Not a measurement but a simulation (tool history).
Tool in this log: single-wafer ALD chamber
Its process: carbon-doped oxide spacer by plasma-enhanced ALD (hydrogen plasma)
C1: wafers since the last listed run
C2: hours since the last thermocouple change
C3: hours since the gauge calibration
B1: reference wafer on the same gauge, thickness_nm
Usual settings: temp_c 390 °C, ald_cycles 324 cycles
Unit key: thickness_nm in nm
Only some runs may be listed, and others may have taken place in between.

run 1 day=0 | temp_c=390 ald_cycles=324 | C1=0 C2=2083.4 C3=304.5 | B1=14.996 | thickness_nm=17.59
run 2 day=1.225 | temp_c=390 ald_cycles=324 | C1=27 C2=2112.8 C3=333.9 | B1=15.006 | thickness_nm=17.589
run 3 day=3.771 | temp_c=390 ald_cycles=324 | C1=58 C2=2173.9 C3=395 | B1=15.007 | thickness_nm=17.661
run 4 day=5.246 | temp_c=399 ald_cycles=324 | C1=33 C2=2209.3 C3=430.4 | B1=15.003 | thickness_nm=17.514
run 5 day=6.612 | temp_c=383 ald_cycles=324 | C1=31 C2=2242.1 C3=463.2 | B1=15.007 | thickness_nm=17.537
-- day=8.408 gauge calibrated
run 6 day=9.292 | temp_c=390 ald_cycles=324 | C1=61 C2=2306.4 C3=21.2 | B1=15.006 | thickness_nm=17.537
run 7 day=10.667 | temp_c=390 ald_cycles=324 | C1=31 C2=2339.4 C3=54.2 | B1=14.994 | thickness_nm=17.541
run 8 day=11.871 | temp_c=390 ald_cycles=324 | C1=27 C2=2368.3 C3=83.1 | B1=15.004 | thickness_nm=17.618
-- day=12.896 thermocouple changed; heater temperature recalibrated
run 9 day=13.538 | temp_c=390 ald_cycles=307 | C1=30 C2=15.4 C3=123.1 | B1=14.997 | thickness_nm=16.634
run 10 day=20.7 | temp_c=377 ald_cycles=290 | C1=163 C2=187.3 C3=295 | B1=15.004 | thickness_nm=15.749
run 11 day=22.958 | temp_c=385 ald_cycles=324 | C1=51 C2=241.5 C3=349.2 | B1=15.002 | thickness_nm=17.676
run 12 day=24.358 | temp_c=390 ald_cycles=369 | C1=31 C2=275.1 C3=382.8 | B1=14.988 | thickness_nm=19.881
run 13 day=26.483 | temp_c=390 ald_cycles=324 | C1=48 C2=326.1 C3=433.8 | B1=15.005 | thickness_nm=17.612
run 14 day=27.929 | temp_c=396 ald_cycles=269 | C1=33 C2=360.8 C3=468.5 | B1=14.999 | thickness_nm=14.579
-- day=30.067 gauge calibrated
run 15 day=31.467 | temp_c=382 ald_cycles=356 | C1=80 C2=445.7 C3=33.6 | B1=14.994 | thickness_nm=19.281

Estimate the outcome of run 16 from the log above:
run 16 day=33.771 | temp_c=381 ald_cycles=383 | C1=52 C2=501 C3=88.9 | B1=? | thickness_nm=?

{"run 16": {"B1": 15.01, "thickness_nm": 20.821}}
With the hidden condition absent and the run-to-run variation left alone, this run would have shown thickness_nm 20.821 nm.
